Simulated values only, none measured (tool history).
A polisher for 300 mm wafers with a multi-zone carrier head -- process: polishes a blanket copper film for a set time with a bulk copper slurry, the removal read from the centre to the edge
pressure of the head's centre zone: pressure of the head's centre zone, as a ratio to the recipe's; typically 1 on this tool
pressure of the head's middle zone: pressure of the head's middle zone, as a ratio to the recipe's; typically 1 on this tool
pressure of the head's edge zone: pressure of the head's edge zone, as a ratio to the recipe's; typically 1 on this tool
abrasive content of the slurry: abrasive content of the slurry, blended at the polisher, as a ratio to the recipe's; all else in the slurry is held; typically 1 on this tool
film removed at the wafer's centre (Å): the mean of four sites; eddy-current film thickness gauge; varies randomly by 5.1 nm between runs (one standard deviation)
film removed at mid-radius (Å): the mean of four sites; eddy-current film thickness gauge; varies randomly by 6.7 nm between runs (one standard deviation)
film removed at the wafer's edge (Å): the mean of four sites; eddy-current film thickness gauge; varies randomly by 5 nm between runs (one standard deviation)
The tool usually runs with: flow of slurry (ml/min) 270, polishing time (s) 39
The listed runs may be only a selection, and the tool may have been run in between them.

run	hour	flow of slurry (ml/min)	pressure of the head's centre zone	pressure of the head's middle zone	pressure of the head's edge zone	abrasive content of the slurry	polishing time (s)	incoming thickness of the incoming film, nm	film removed at the wafer's centre (Å)	film removed at mid-radius (Å)	film removed at the wafer's edge (Å)
1	0	270	1	1	1	1.1	34	2094.7	4053	4222	4172
# hour 25.9: worn pad replaced by a new one, of another model than before
# hour 70: edge zone pressure recalibrated
2	167.1	270	1	1	1	1.1	34	2114.7	4089	4300	4167
# hour 178.8: carrier head's membrane replaced by a new one
3	219.8	270	1	1	1	1	39	2150.2	4656	4807	4657
4	281.7	270	1	1	1	1	39	2085	4607	4623	4591
# hour 343.1: slurry nozzle cleaned
5	351.1	270	1	0.95	1.11	1	39	2093.6	4583	4484	4734
6	416.5	270	1	1	1.07	1.2	39	2110	4782	4764	4903
# hour 429.3: worn pad replaced by a new one
7	466.6	270	1	1.11	1	1	39	2102.3	4876	5270	4925
# hour 479.1: edge zone pressure recalibrated
8	559.8	270	1	1.04	1	1.3	39	2106.2	5028	5118	4985
9	602.1	270	1	1	1	1	39	2096.1	4639	4771	4752
10	653	355	1.05	1	0.95	1	45	2120	5763	5636	5307
11	710.3	270	1	1	1.1	0.85	31	2145.1	3622	3603	3749
# hour 804.6: slurry nozzle cleaned
12	806.6	270	0.89	1	1	1	28	2130.3	3002	3359	3224
# hour 813.4: centre zone pressure recalibrated
13	898.5	235	1	1.05	0.89	0.75	39	2086.7	4285	4509	4004

The next listed run, before its measurement:
# hour 907.2: edge zone pressure recalibrated
# hour 940.9: worn pad replaced by a new one
14	998.1	185	1	1	1	0.85	27	2092.4	?	?	?

Run 14 came out at film removed at the wafer's centre (Å) 3060, film removed at mid-radius (Å) 3135, film removed at the wafer's edge (Å) 3092.
The same run, on a tool lacking any hidden state, would have yielded film removed at the wafer's centre (Å) 3156, film removed at mid-radius (Å) 3233, film removed at the wafer's edge (Å) 3189.
